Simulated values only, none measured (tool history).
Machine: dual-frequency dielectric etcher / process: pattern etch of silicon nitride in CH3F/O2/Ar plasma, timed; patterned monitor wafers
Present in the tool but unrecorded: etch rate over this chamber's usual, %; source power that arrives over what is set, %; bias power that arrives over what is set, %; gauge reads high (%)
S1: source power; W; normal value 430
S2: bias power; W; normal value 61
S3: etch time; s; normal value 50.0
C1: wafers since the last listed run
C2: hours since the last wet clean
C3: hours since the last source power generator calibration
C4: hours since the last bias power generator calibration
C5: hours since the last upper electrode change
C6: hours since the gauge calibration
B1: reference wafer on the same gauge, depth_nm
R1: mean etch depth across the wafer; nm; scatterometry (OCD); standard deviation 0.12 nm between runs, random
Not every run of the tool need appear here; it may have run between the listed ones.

Run 1, day 0.000: usual settings; C1 0; C2 387.4; C3 1092.9; C4 3649.5; C5 2757.6; C6 2055.4; B1 35.19. Result: R1 30.83 nm.
Run 2, day 3.671: usual settings but S3 56.0 s; C1 943; C2 475.5; C3 1181.0; C4 3737.6; C5 2845.7; C6 2143.5; B1 35.19. Result: R1 34.55 nm.
At day 5.204: bias power generator calibrated.
Run 3, day 5.629: usual settings but S3 56.0 s; C1 460; C2 522.5; C3 1228.0; C4 10.2; C5 2892.7; C6 2190.5; B1 35.19. Result: R1 35.01 nm.
At day 8.258: wet clean of the chamber.
Run 4, day 9.625: usual settings but S3 56.0 s; C1 769; C2 32.8; C3 1323.9; C4 106.1; C5 2988.6; C6 2286.4; B1 35.20. Result: R1 34.99 nm.
Run 5, day 13.962: usual settings but S1 370 W; C1 1114; C2 136.9; C3 1428.0; C4 210.2; C5 3092.7; C6 2390.5; B1 35.19. Result: R1 28.39 nm.
Run 6, day 17.696: usual settings but S1 370 W; C1 959; C2 226.5; C3 1517.6; C4 299.8; C5 3182.3; C6 2480.1; B1 35.17. Result: R1 28.51 nm.
Run 7, day 20.433: usual settings but S1 370 W; C1 703; C2 292.2; C3 1583.3; C4 365.5; C5 3248.0; C6 2545.8; B1 35.21. Result: R1 28.33 nm.
Run 8, day 22.429: usual settings but S3 46.0 s; C1 512; C2 340.1; C3 1631.2; C4 413.4; C5 3295.9; C6 2593.7; B1 35.20. Result: R1 28.57 nm.
Run 9, day 25.875: usual settings; C1 885; C2 422.8; C3 1713.9; C4 496.1; C5 3378.6; C6 2676.4; B1 35.22. Result: R1 30.97 nm.
Run 10, day 28.108: usual settings; C1 573; C2 476.4; C3 1767.5; C4 549.7; C5 3432.2; C6 2730.0; B1 35.24. Result: R1 31.07 nm.
Run 11, day 30.608: usual settings; C1 642; C2 536.4; C3 1827.5; C4 609.7; C5 3492.2; C6 2790.0; B1 35.19. Result: R1 31.10 nm.
Run 12, day 35.033: usual settings but S2 52 W; C1 1137; C2 642.6; C3 1933.7; C4 715.9; C5 3598.4; C6 2896.2; B1 35.21. Result: R1 29.11 nm.
At day 36.329: wet clean of the chamber.
Run 13, day 36.921: usual settings but S1 470 W, S2 55 W, S3 45.0 s; C1 228; C2 14.2; C3 1979.0; C4 761.2; C5 3643.7; C6 2941.5; B1 35.19. Result: R1 27.88 nm.
At day 37.908: gauge calibrated.
Run 14, day 41.421: usual settings but S1 380 W, S2 52 W, S3 36.5 s; C1 1156; C2 122.2; C3 2087.0; C4 869.2; C5 3751.7; C6 84.3; B1 35.21. Result: R1 19.81 nm.
Run 15, day 45.700: usual settings but S1 490 W; C1 1099; C2 224.9; C3 2189.7; C4 971.9; C5 3854.4; C6 187.0; B1 35.23. Result: R1 33.28 nm.
Run 16, day 49.412: usual settings but S1 400 W; C1 954; C2 314.0; C3 2278.8; C4 1061.0; C5 3943.5; C6 276.1; B1 35.18. Result: R1 29.55 nm.
Run 17, day 51.538: usual settings but S2 72 W; C1 546; C2 365.0; C3 2329.8; C4 1112.0; C5 3994.5; C6 327.1; B1 35.18. Result: R1 33.21 nm.
Run 18, day 55.888: usual settings but S1 340 W, S2 70 W, S3 37.0 s; C1 1117; C2 469.4; C3 2434.2; C4 1216.4; C5 4098.9; C6 431.5; B1 35.22. Result: R1 21.02 nm.
Run 19, day 58.308: usual settings; C1 622; C2 527.5; C3 2492.3; C4 1274.5; C5 4157.0; C6 489.6; B1 35.17. Result: R1 30.69 nm.
At day 61.217: wet clean of the chamber.
Run 20, day 62.588: usual settings but S2 55 W, S3 57.5 s; C1 842; C2 32.9; C3 2595.0; C4 1377.2; C5 4259.7; C6 592.3; B1 35.19. Result: R1 33.99 nm.
At day 65.096: upper electrode replaced.
At day 65.158: source power generator calibrated.
Run 21, day 65.683: usual settings but S2 55 W, S3 37.5 s; C1 522; C2 107.2; C3 12.6; C4 1451.5; C5 14.1; C6 666.6; B1 35.19. Result: R1 22.24 nm.
Run 22, day 67.667: usual settings but S1 470 W, S2 72 W; C1 509; C2 154.8; C3 60.2; C4 1499.1; C5 61.7; C6 714.2; B1 35.21. Result: R1 34.55 nm.
Run 23, day 69.683: usual settings; C1 518; C2 203.2; C3 108.6; C4 1547.5; C5 110.1; C6 762.6; B1 35.22. Result: R1 30.83 nm.
Run 24, day 71.633: usual settings but S1 460 W, S3 45.5 s; C1 501; C2 250.0; C3 155.4; C4 1594.3; C5 156.9; C6 809.4; B1 35.17. Result: R1 28.99 nm.
Run 25, day 73.512: usual settings; C1 482; C2 295.1; C3 200.5; C4 1639.4; C5 202.0; C6 854.5; B1 35.18. Result: R1 30.71 nm.
Run 26, day 80.800: usual settings; C1 1872; C2 470.0; C3 375.4; C4 1814.3; C5 376.9; C6 1029.4; B1 35.21. Result: R1 30.64 nm.
Run 27, day 84.750: usual settings but S1 380 W, S2 52 W, S3 59.5 s; C1 1015; C2 564.8; C3 470.2; C4 1909.1; C5 471.7; C6 1124.2; B1 35.21. Result: R1 31.89 nm.
At day 88.383: wet clean of the chamber.
Run 28, day 89.154: usual settings but S1 500 W, S3 35.5 s; C1 874; C2 18.5; C3 575.9; C4 2014.8; C5 577.4; C6 1229.9; B1 35.22. Result: R1 23.71 nm.
Run 29, day 91.438: usual settings but S1 520 W, S2 66 W; C1 586; C2 73.3; C3 630.7; C4 2069.6; C5 632.2; C6 1284.7; B1 35.21. Result: R1 35.42 nm.

Forecast each of these 5 alternatives for the next run:
Run A, day 91.454: usual settings; C1 4; C2 73.7; C3 631.1; C4 2070.0; C5 632.6; C6 1285.1; B1 ?. Result: R1 ?.
Run B, day 91.454: usual settings but S2 51 W, S3 41.0 s; C1 4; C2 73.7; C3 631.1; C4 2070.0; C5 632.6; C6 1285.1; B1 ?. Result: R1 ?.
Run C, day 91.454: usual settings but S1 490 W, S2 65 W, S3 41.0 s; C1 4; C2 73.7; C3 631.1; C4 2070.0; C5 632.6; C6 1285.1; B1 ?. Result: R1 ?.
Run D, day 91.454: usual settings but S1 320 W, S2 66 W; C1 4; C2 73.7; C3 631.1; C4 2070.0; C5 632.6; C6 1285.1; B1 ?. Result: R1 ?.
Run E, day 91.454: usual settings but S1 500 W, S2 65 W, S3 63.0 s; C1 4; C2 73.7; C3 631.1; C4 2070.0; C5 632.6; C6 1285.1; B1 ?. Result: R1 ?.

run     B1     R1
  A  35.16  30.76
  B  35.16  23.46
  C  35.16  27.82
  D  35.16  26.54
  E  35.16  43.21
Without the tool's hidden state the same runs would have given:
run     R1
  A  31.34
  B  23.87
  C  28.34
  D  27.06
  E  44.02
